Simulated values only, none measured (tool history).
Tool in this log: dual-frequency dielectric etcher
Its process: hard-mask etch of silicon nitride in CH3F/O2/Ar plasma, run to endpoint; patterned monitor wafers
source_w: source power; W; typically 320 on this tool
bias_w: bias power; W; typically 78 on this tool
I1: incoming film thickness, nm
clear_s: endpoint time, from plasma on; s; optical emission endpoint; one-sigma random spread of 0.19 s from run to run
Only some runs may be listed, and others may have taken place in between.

run 1 hour=0 | source_w=320 bias_w=90 | I1=38.02 | clear_s=58.2
run 2 hour=32.2 | source_w=320 bias_w=93 | I1=37.76 | clear_s=57
run 3 hour=101.7 | source_w=320 bias_w=93 | I1=37.45 | clear_s=55.7
run 4 hour=114.9 | source_w=320 bias_w=93 | I1=37.42 | clear_s=55.6
-- hour=152.8 upper electrode replaced
run 5 hour=153.3 | source_w=320 bias_w=78 | I1=37.5 | clear_s=59.1
run 6 hour=165.2 | source_w=320 bias_w=78 | I1=37.49 | clear_s=58.8
run 7 hour=180.2 | source_w=320 bias_w=78 | I1=37.52 | clear_s=59
-- hour=199.4 bias power generator calibrated
-- hour=201.7 source power generator calibrated
-- hour=215.5 wet clean of the chamber
run 8 hour=216 | source_w=350 bias_w=91 | I1=37.46 | clear_s=55.8
run 9 hour=226.3 | source_w=400 bias_w=63 | I1=37.76 | clear_s=58.4
run 10 hour=243.8 | source_w=300 bias_w=66 | I1=37.55 | clear_s=67.3
run 11 hour=262.2 | source_w=320 bias_w=78 | I1=37.27 | clear_s=61
run 12 hour=286.3 | source_w=380 bias_w=78 | I1=37.46 | clear_s=55.4
run 13 hour=315.5 | source_w=300 bias_w=66 | I1=37.58 | clear_s=67
run 14 hour=330.1 | source_w=260 bias_w=91 | I1=37.76 | clear_s=67
run 15 hour=361.2 | source_w=320 bias_w=72 | I1=37.58 | clear_s=62.3

Had the tool no unlogged condition, and each run kept its random variation, what would the results have been?
Hidden state present: etch rate over this chamber's usual, %; source power that arrives over what is set, %; bias power that arrives over what is set, %.
run=1 clear_s=60.1
run=2 clear_s=59
run=3 clear_s=58.1
run=4 clear_s=58.1
run=5 clear_s=62
run=6 clear_s=61.7
run=7 clear_s=62.1
run=8 clear_s=55.8
run=9 clear_s=58.4
run=10 clear_s=67.5
run=11 clear_s=61.3
run=12 clear_s=55.8
run=13 clear_s=67.7
run=14 clear_s=67.8
run=15 clear_s=63.2

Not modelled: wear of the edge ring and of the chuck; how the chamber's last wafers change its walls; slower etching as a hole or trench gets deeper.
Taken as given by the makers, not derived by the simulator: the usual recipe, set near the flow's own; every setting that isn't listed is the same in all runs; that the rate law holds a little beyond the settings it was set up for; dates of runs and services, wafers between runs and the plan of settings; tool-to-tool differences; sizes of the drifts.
